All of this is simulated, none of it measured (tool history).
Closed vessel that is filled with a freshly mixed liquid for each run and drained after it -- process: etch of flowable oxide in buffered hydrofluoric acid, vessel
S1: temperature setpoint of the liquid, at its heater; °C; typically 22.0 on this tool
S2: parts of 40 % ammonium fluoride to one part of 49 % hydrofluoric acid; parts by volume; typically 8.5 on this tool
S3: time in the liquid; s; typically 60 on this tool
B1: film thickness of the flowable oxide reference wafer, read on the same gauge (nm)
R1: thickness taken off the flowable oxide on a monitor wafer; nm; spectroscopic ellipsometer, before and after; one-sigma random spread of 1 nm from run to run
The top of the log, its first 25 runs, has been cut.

{"run": 26, "day": 14.3, "S1": 22.0, "S2": 8.5, "S3": 60, "B1": 139.98, "R1": 175.67}
{"run": 27, "day": 14.688, "S1": 17.5, "S2": 6.5, "S3": 70, "B1": 139.99, "R1": 214.11}
{"run": 28, "day": 15.038, "S1": 19.5, "S2": 6.5, "S3": 60, "B1": 139.99, "R1": 204.42}
{"run": 29, "day": 17.021, "S1": 17.0, "S2": 8.5, "S3": 30, "B1": 140.0, "R1": 66.5}
{"run": 30, "day": 17.538, "S1": 22.0, "S2": 6.0, "S3": 60, "B1": 140.04, "R1": 249.54}
{"run": 31, "day": 18.158, "S1": 18.0, "S2": 10.0, "S3": 60, "B1": 139.99, "R1": 123.99}
{"run": 32, "day": 18.512, "S1": 22.0, "S2": 8.5, "S3": 60, "B1": 139.98, "R1": 175.1}
{"day": 18.679, "done": "gauge calibrated"}
{"run": 33, "day": 19.008, "S1": 22.0, "S2": 8.5, "S3": 75, "B1": 139.97, "R1": 217.64}

Forecast each of these 4 alternatives for the next run:
{"run": "A", "day": 19.038, "S1": 26.0, "S2": 8.5, "S3": 60, "B1": "?", "R1": "?"}
{"run": "B", "day": 19.038, "S1": 23.5, "S2": 8.5, "S3": 60, "B1": "?", "R1": "?"}
{"run": "C", "day": 19.038, "S1": 22.0, "S2": 8.5, "S3": 80, "B1": "?", "R1": "?"}
{"run": "D", "day": 19.038, "S1": 25.0, "S2": 6.5, "S3": 90, "B1": "?", "R1": "?"}

run=A B1=140.02 R1=219.16
run=B B1=140.02 R1=191.30
run=C B1=140.02 R1=234.83
run=D B1=140.02 R1=413.63
Had the tool no hidden state, the same runs would have come out as:
run=A R1=235.35
run=B R1=205.52
run=C R1=252.35
run=D R1=440.00
